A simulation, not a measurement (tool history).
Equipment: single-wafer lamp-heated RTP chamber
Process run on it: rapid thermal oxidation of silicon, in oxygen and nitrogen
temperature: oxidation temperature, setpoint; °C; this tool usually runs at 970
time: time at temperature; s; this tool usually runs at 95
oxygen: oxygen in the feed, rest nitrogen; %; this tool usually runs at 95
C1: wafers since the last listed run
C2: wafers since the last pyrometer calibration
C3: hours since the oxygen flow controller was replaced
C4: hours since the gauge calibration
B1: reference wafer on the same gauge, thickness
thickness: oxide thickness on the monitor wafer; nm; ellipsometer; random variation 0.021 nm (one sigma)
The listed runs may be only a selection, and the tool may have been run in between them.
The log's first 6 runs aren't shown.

run 7 hour=203.6 | temperature=970 time=95 oxygen=95 | C1=124 C2=244 C3=4062.1 C4=919.4 | B1=5.569 | thickness=5.292
run 8 hour=287.1 | temperature=970 time=95 oxygen=95 | C1=561 C2=806 C3=4145.6 C4=1002.9 | B1=5.569 | thickness=5.322
run 9 hour=312.5 | temperature=970 time=95 oxygen=95 | C1=170 C2=977 C3=4171.0 C4=1028.3 | B1=5.569 | thickness=5.380
run 10 hour=338.3 | temperature=970 time=95 oxygen=78 | C1=173 C2=1150 C3=4196.8 C4=1054.1 | B1=5.573 | thickness=5.003
run 11 hour=370.7 | temperature=970 time=95 oxygen=78 | C1=217 C2=1368 C3=4229.2 C4=1086.5 | B1=5.571 | thickness=5.066
run 12 hour=392.8 | temperature=970 time=95 oxygen=78 | C1=148 C2=1517 C3=4251.3 C4=1108.6 | B1=5.571 | thickness=5.041
-- hour=407.3 pyrometer window cleaned and pyrometer calibrated
run 13 hour=407.8 | temperature=949 time=95 oxygen=95 | C1=47 C2=3 C3=4266.3 C4=1123.6 | B1=5.566 | thickness=4.477
-- hour=409.0 gauge calibrated
run 14 hour=419.7 | temperature=949 time=95 oxygen=95 | C1=80 C2=83 C3=4278.2 C4=10.7 | B1=5.575 | thickness=4.504
-- hour=439.6 oxygen flow controller replaced
run 15 hour=501.6 | temperature=949 time=95 oxygen=95 | C1=497 C2=580 C3=62.0 C4=92.6 | B1=5.567 | thickness=4.503
run 16 hour=526.7 | temperature=970 time=95 oxygen=73 | C1=168 C2=749 C3=87.1 C4=117.7 | B1=5.569 | thickness=4.897
run 17 hour=559.3 | temperature=970 time=95 oxygen=73 | C1=219 C2=968 C3=119.7 C4=150.3 | B1=5.572 | thickness=4.932
run 18 hour=580.4 | temperature=951 time=77 oxygen=70 | C1=141 C2=1110 C3=140.8 C4=171.4 | B1=5.575 | thickness=3.873
run 19 hour=613.8 | temperature=991 time=61 oxygen=76 | C1=224 C2=1335 C3=174.2 C4=204.8 | B1=5.579 | thickness=4.837
run 20 hour=642.9 | temperature=970 time=95 oxygen=98 | C1=195 C2=1530 C3=203.3 C4=233.9 | B1=5.571 | thickness=5.472
-- hour=652.7 pyrometer window cleaned and pyrometer calibrated
run 21 hour=663.8 | temperature=942 time=72 oxygen=72 | C1=86 C2=74 C3=224.2 C4=254.8 | B1=5.573 | thickness=3.489
run 22 hour=678.9 | temperature=970 time=95 oxygen=98 | C1=101 C2=176 C3=239.3 C4=269.9 | B1=5.569 | thickness=5.382
run 23 hour=694.4 | temperature=970 time=52 oxygen=95 | C1=104 C2=280 C3=254.8 C4=285.4 | B1=5.571 | thickness=4.081

Run 24 is up next; what results do you expect?
run 24 hour=706.7 | temperature=1000 time=55 oxygen=76 | C1=82 C2=363 C3=267.1 C4=297.7 | B1=? | thickness=?

{"run 24": {"B1": 5.569, "thickness": 4.81}}
Had the tool carried no hidden state, the very same run would have given thickness 4.765 nm.
